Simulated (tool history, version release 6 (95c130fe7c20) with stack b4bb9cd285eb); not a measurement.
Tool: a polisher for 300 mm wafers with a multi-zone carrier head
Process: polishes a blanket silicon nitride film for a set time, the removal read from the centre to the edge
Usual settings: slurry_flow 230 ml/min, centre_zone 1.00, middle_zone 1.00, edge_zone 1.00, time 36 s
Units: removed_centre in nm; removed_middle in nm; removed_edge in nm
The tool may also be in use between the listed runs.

run	day	slurry_flow	centre_zone	middle_zone	edge_zone	time	wafers since the last listed run	wafers polished on this pad	hours since the slurry nozzle was cleaned	hours since the centre zone pressure was calibrated	hours since the edge zone pressure was calibrated	hours since the carrier head's membrane was replaced	incoming thickness of the incoming film, nm	removed_centre	removed_middle	removed_edge
1	0.000	230	0.92	1.00	1.05	36	0	1157	494.7	810.9	388.0	105.7	950.4	67.2	78.4	78.5
# day 0.533: slurry nozzle cleaned
2	1.367	170	0.91	0.93	1.00	40	256	1413	20.0	843.7	420.8	138.5	922.6	69.8	76.0	79.4
3	1.946	230	1.00	1.00	1.00	36	112	1525	33.9	857.6	434.7	152.4	922.8	69.0	74.7	74.0
# day 2.600: worn pad replaced by a new one
4	3.342	230	1.00	1.00	1.00	36	237	143	67.4	891.1	468.2	185.9	910.4	76.7	80.4	80.6
5	3.854	230	1.00	1.06	0.95	36	99	242	79.7	903.4	480.5	198.2	932.0	75.3	84.8	76.9
# day 4.492: centre zone pressure recalibrated
6	4.971	170	1.09	1.00	0.89	36	199	442	106.5	11.5	507.3	225.0	930.6	80.6	76.0	71.8
7	5.771	230	1.00	1.00	1.00	36	154	596	125.7	30.7	526.5	244.2	920.7	77.6	79.1	78.6
8	6.775	170	0.91	0.93	1.00	40	194	791	149.8	54.8	550.6	268.3	926.4	73.9	78.7	83.3
9	7.638	230	1.00	1.00	1.00	36	166	957	170.5	75.5	571.3	289.0	933.1	77.3	78.0	76.5
10	8.896	195	1.00	1.00	1.07	36	243	1201	200.7	105.7	601.5	319.2	924.6	74.0	74.5	76.3
11	9.633	230	1.00	1.00	1.06	45	142	1343	218.4	123.4	619.2	336.9	932.1	92.0	93.3	96.7
12	10.608	230	1.07	1.11	1.00	47	188	1532	241.8	146.8	642.6	360.3	935.7	99.2	104.3	94.7

Run 13 comes next. What will it give?
# day 10.750: edge zone pressure recalibrated
# day 10.921: worn pad replaced by a new one
13	11.133	285	1.06	1.05	1.00	36	53	41	254.4	159.4	9.2	372.9	931.5	?	?	?

{"run 13": {"removed_centre": 87.8, "removed_middle": 87.9, "removed_edge": 83.3}}
Without the tool's hidden state the same run would have given removed_centre 88.6 nm, removed_middle 88.3 nm, removed_edge 83.7 nm.
